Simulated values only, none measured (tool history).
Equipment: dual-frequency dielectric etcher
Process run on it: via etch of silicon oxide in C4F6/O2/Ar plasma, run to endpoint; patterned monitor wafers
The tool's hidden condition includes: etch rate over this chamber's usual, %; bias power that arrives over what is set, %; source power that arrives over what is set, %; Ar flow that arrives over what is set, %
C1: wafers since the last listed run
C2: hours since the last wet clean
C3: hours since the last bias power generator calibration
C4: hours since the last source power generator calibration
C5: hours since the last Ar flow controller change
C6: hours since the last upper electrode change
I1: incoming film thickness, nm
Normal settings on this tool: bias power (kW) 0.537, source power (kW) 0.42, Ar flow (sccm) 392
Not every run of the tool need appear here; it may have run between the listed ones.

Run 1, hour 0: usual settings but bias power (kW) 0.601; C1 0; C2 350; C3 3150.8; C4 4548.6; C5 1940.3; C6 4554.2; I1 190.4. Result: endpoint time (s) 39.4.
Run 2, hour 21.1: usual settings; C1 176; C2 371.1; C3 3171.9; C4 4569.7; C5 1961.4; C6 4575.3; I1 193.2. Result: endpoint time (s) 41.9.
At hour 67.3: wet clean of the chamber.
Run 3, hour 67.8: usual settings; C1 190; C2 0.5; C3 3218.6; C4 4616.4; C5 2008.1; C6 4622; I1 192.5. Result: endpoint time (s) 46.
Run 4, hour 84.8: usual settings; C1 142; C2 17.5; C3 3235.6; C4 4633.4; C5 2025.1; C6 4639; I1 192.2. Result: endpoint time (s) 46.1.
Run 5, hour 108.8: usual settings; C1 201; C2 41.5; C3 3259.6; C4 4657.4; C5 2049.1; C6 4663; I1 191.4. Result: endpoint time (s) 45.
Run 6, hour 134: usual settings; C1 211; C2 66.7; C3 3284.8; C4 4682.6; C5 2074.3; C6 4688.2; I1 192.1. Result: endpoint time (s) 45.4.
Run 7, hour 152.2: usual settings but bias power (kW) 0.438, source power (kW) 0.35, Ar flow (sccm) 335; C1 152; C2 84.9; C3 3303; C4 4700.8; C5 2092.5; C6 4706.4; I1 191.6. Result: endpoint time (s) 52.6.
Run 8, hour 179: usual settings but bias power (kW) 0.633, Ar flow (sccm) 425; C1 224; C2 111.7; C3 3329.8; C4 4727.6; C5 2119.3; C6 4733.2; I1 192.9. Result: endpoint time (s) 43.
At hour 206: wet clean of the chamber, repeated, since the last time left the tool worse.
Run 9, hour 206.5: usual settings; C1 29; C2 0.5; C3 3357.3; C4 4755.1; C5 2146.8; C6 4760.7; I1 191.4. Result: endpoint time (s) 42.4.
Run 10, hour 225.4: usual settings but bias power (kW) 0.469; C1 158; C2 19.4; C3 3376.2; C4 4774; C5 2165.7; C6 4779.6; I1 195. Result: endpoint time (s) 45.7.
Run 11, hour 257.9: usual settings but Ar flow (sccm) 420; C1 272; C2 51.9; C3 3408.7; C4 4806.5; C5 2198.2; C6 4812.1; I1 192.3. Result: endpoint time (s) 43.2.
At hour 272.2: source power generator calibrated.
Run 12, hour 273.7: usual settings; C1 98; C2 67.7; C3 3424.5; C4 1.5; C5 2214; C6 4827.9; I1 191.9. Result: endpoint time (s) 42.8.
Run 13, hour 289.8: usual settings but bias power (kW) 0.439, source power (kW) 0.36; C1 135; C2 83.8; C3 3440.6; C4 17.6; C5 2230.1; C6 4844; I1 192.8. Result: endpoint time (s) 49.9.
Run 14, hour 321.3: usual settings but source power (kW) 0.38, Ar flow (sccm) 458; C1 264; C2 115.3; C3 3472.1; C4 49.1; C5 2261.6; C6 4875.5; I1 191.5. Result: endpoint time (s) 44.7.
At hour 334.1: Ar flow controller replaced.
At hour 340: bias power generator calibrated.
Run 15, hour 340.5: usual settings but bias power (kW) 0.605, source power (kW) 0.39, Ar flow (sccm) 459; C1 77; C2 134.5; C3 0.5; C4 68.3; C5 6.4; C6 4894.7; I1 191.8. Result: endpoint time (s) 42.8.
Run 16, hour 358.4: usual settings; C1 150; C2 152.4; C3 18.4; C4 86.2; C5 24.3; C6 4912.6; I1 192.3. Result: endpoint time (s) 42.2.
Run 17, hour 370.7: usual settings but bias power (kW) 0.496; C1 103; C2 164.7; C3 30.7; C4 98.5; C5 36.6; C6 4924.9; I1 193.7. Result: endpoint time (s) 43.9.
At hour 403.3: upper electrode replaced.
Run 18, hour 404.7: usual settings; C1 83; C2 198.7; C3 64.7; C4 132.5; C5 70.6; C6 1.4; I1 191.7. Result: endpoint time (s) 41.8.
Run 19, hour 434.6: usual settings but bias power (kW) 0.643, source power (kW) 0.34, Ar flow (sccm) 302; C1 250; C2 228.6; C3 94.6; C4 162.4; C5 100.5; C6 31.3; I1 191.7. Result: endpoint time (s) 41.7.
Run 20, hour 456.2: usual settings but source power (kW) 0.37; C1 181; C2 250.2; C3 116.2; C4 184; C5 122.1; C6 52.9; I1 194.6. Result: endpoint time (s) 44.9.
Run 21, hour 471.6: usual settings but source power (kW) 0.36; C1 129; C2 265.6; C3 131.6; C4 199.4; C5 137.5; C6 68.3; I1 192. Result: endpoint time (s) 44.4.
Run 22, hour 500.9: usual settings; C1 245; C2 294.9; C3 160.9; C4 228.7; C5 166.8; C6 97.6; I1 191.8. Result: endpoint time (s) 42.
Run 23, hour 517.9: usual settings; C1 142; C2 311.9; C3 177.9; C4 245.7; C5 183.8; C6 114.6; I1 191.5. Result: endpoint time (s) 42.1.
At hour 566.8: wet clean of the chamber.
Run 24, hour 567.3: usual settings; C1 213; C2 0.5; C3 227.3; C4 295.1; C5 233.2; C6 164; I1 194.2. Result: endpoint time (s) 43.3.
Run 25, hour 567.6: usual settings; C1 2; C2 0.8; C3 227.6; C4 295.4; C5 233.5; C6 164.3; I1 193.7. Result: endpoint time (s) 42.9.
Run 26, hour 596.2: usual settings but bias power (kW) 0.414, source power (kW) 0.38, Ar flow (sccm) 445; C1 239; C2 29.4; C3 256.2; C4 324; C5 262.1; C6 192.9; I1 192.5. Result: endpoint time (s) 50.2.
Run 27, hour 626.7: usual settings but bias power (kW) 0.669, source power (kW) 0.38; C1 255; C2 59.9; C3 286.7; C4 354.5; C5 292.6; C6 223.4; I1 191.9. Result: endpoint time (s) 40.6.
Run 28, hour 641.2: usual settings but Ar flow (sccm) 474; C1 121; C2 74.4; C3 301.2; C4 369; C5 307.1; C6 237.9; I1 193.7. Result: endpoint time (s) 43.5.
Run 29, hour 664.2: usual settings but bias power (kW) 0.413, Ar flow (sccm) 322; C1 192; C2 97.4; C3 324.2; C4 392; C5 330.1; C6 260.9; I1 191.5. Result: endpoint time (s) 46.3.

A few steps of endpoint time (s) between consecutive runs. Split each: what settings, incoming material and random variation would produce without the hidden state, and what is left over for the hidden state, along with gauge scatter present in only one of the two compared results (measured, and without hidden state):
Run 2 -> 3: wet clean of the chamber. endpoint time (s) +4.1: hidden state +4.7, all else -0.6.
Run 7 -> 8: bias power (kW) 0.438 -> 0.633, source power (kW) 0.35 -> 0.42, Ar flow (sccm) 335 -> 425. endpoint time (s) -9.6: hidden state -0.7, all else -8.9.
Run 8 -> 9: bias power (kW) 0.633 -> 0.537, Ar flow (sccm) 425 -> 392, wet clean of the chamber, repeated, since the last time left the tool worse. endpoint time (s) -0.6: hidden state -2.5, all else +1.9.
Run 26 -> 27: bias power (kW) 0.414 -> 0.669, Ar flow (sccm) 445 -> 392. endpoint time (s) -9.6: hidden state +0, all else -9.6.
